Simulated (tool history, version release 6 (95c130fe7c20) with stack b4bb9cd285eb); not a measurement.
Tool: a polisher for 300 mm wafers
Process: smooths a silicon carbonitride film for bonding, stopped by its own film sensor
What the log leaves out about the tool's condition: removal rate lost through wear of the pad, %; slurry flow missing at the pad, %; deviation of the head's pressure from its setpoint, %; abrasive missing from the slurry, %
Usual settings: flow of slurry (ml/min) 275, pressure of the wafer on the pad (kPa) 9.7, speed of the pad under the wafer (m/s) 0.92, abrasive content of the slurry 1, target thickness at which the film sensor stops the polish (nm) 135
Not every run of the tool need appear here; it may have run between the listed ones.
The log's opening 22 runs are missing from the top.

run,hour,flow of slurry (ml/min),pressure of the wafer on the pad (kPa),speed of the pad under the wafer (m/s),abrasive content of the slurry,target thickness at which the film sensor stops the polish (nm),wafers since the last listed run,wafers polished on this pad,hours since the slurry nozzle was cleaned,hours since the head pressure was calibrated,hours since the slurry blender was calibrated,"incoming thickness of the incoming film, nm",time until the film sensor stopped the polish (s)
23,583.4,275,11.7,0.92,1,135,138,1281,400.3,257.5,220.5,162.3,135.4
24,596.7,365,9.7,0.92,1.15,131,77,1359,413.6,270.8,233.8,163,171.6
# hour 610.8: head pressure recalibrated
25,613.4,275,9.7,0.92,1,135,85,1444,430.3,2.6,250.5,161,140.8
26,631.4,275,9.7,0.92,0.75,128,104,1549,448.3,20.6,268.5,158.3,194
# hour 647.2: worn pad replaced by a new one
27,658.8,275,9.7,0.92,1,135,136,67,475.7,48,295.9,157.6,122.6
28,687.4,275,9.7,0.92,1,135,166,233,504.3,76.6,324.5,161.7,148.1
29,705.8,275,9.7,0.92,1,135,106,340,522.7,95,342.9,159.6,138.5
30,722.8,275,9.7,0.92,1,135,98,439,539.7,112,359.9,160.2,143.8
# hour 738.9: slurry blender recalibrated
31,750.8,230,9.7,0.92,1,141,151,590,567.7,140,11.9,159.2,103.9

Branching from run 31: 3 alternative next runs. What would each branch give?
A,751.3,275,9.7,0.92,1,135,2,593,568.2,140.5,12.4,159.9,?
B,751.3,275,8.3,0.92,1,135,2,593,568.2,140.5,12.4,159.9,?
C,751.3,195,12.4,0.92,1,135,2,593,568.2,140.5,12.4,159.9,?

run,time until the film sensor stopped the polish (s)
A,141.2
B,155.9
C,121.8
Without the tool's unlogged condition, the same runs would have read:
run,time until the film sensor stopped the polish (s)
A,134.3
B,148.2
C,115.8
